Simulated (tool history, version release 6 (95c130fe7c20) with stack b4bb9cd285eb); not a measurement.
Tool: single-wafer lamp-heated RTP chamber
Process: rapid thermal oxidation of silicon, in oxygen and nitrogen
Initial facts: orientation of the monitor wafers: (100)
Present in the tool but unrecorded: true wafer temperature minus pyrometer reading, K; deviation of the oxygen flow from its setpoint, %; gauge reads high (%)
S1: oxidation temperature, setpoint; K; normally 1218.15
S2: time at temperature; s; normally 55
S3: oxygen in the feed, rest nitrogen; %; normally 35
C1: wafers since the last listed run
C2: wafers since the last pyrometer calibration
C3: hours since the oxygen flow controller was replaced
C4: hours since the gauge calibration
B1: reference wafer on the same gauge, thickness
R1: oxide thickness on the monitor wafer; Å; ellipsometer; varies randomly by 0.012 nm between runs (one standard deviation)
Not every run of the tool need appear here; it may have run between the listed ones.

run	day	S1	S2	S3	C1	C2	C3	C4	B1	R1
1	0.000	1232.15	55	35	0	1213	3879.3	566.1	2.892	30.96
2	1.338	1232.15	55	35	323	1536	3911.4	598.2	2.892	31.02
3	3.200	1232.15	55	35	450	1987	3956.1	642.9	2.888	30.91
# day 3.992: gauge calibrated
4	4.921	1218.15	55	58	416	2404	3997.4	22.3	2.891	32.27
5	7.388	1218.15	55	58	596	3001	4056.6	81.5	2.893	32.21
6	10.154	1218.15	63	35	669	3670	4123.0	147.9	2.892	30.25
7	16.300	1218.15	63	35	1487	5158	4270.5	295.4	2.894	30.42
8	17.429	1218.15	63	35	273	5431	4297.6	322.5	2.891	30.37
9	19.000	1218.15	55	35	380	5811	4335.3	360.2	2.890	29.17
10	20.225	1218.15	55	35	296	6108	4364.7	389.6	2.891	29.21
11	21.488	1218.15	55	35	305	6413	4395.0	419.9	2.886	29.17
# day 25.392: pyrometer window cleaned and pyrometer calibrated
12	25.412	1218.15	55	35	869	5	4489.2	514.1	2.887	29.88
13	28.967	1218.15	55	35	860	865	4574.5	599.4	2.889	29.97
# day 32.167: gauge calibrated
14	33.100	1218.15	55	17	1000	1865	4673.7	22.4	2.893	26.57
# day 34.658: pyrometer window cleaned and pyrometer calibrated, repeated, since the last time left the tool worse
15	34.679	1218.15	45	35	301	5	4711.6	60.3	2.886	27.23
16	37.488	1218.15	47	19	679	684	4779.0	127.7	2.891	24.95
17	38.762	1234.15	46	17	308	993	4809.6	158.3	2.892	25.75
# day 41.862: oxygen flow controller replaced
18	42.125	1243.15	48	35	733	1726	6.3	239.0	2.883	31.25
19	43.304	1218.15	81	24	285	2012	34.6	267.3	2.891	29.81
20	45.242	1207.15	55	35	468	2480	81.1	313.8	2.887	27.41
21	47.575	1236.15	55	35	564	3045	137.1	369.8	2.891	31.70
22	49.292	1210.15	55	35	415	3461	178.3	411.0	2.890	28.07
23	54.267	1232.15	55	35	1204	4665	297.7	530.4	2.891	31.17
24	55.312	1218.15	55	35	253	4918	322.8	555.5	2.888	29.00

For each run, the measured value with the value that run would have given without the tool's hidden condition subtracted. The run-to-run variation is shared by both, the gauge scatter possibly not:
run	R1
1	+0.20
2	+0.23
3	+0.27
4	+0.37
5	+0.44
6	+0.41
7	+0.56
8	+0.58
9	+0.56
10	+0.58
11	+0.61
12	+1.37
13	+1.45
14	+0.93
15	+0.00
16	+0.04
17	+0.06
18	+0.20
19	+0.19
20	+0.19
21	+0.34
22	+0.27
23	+0.49
24	+0.42
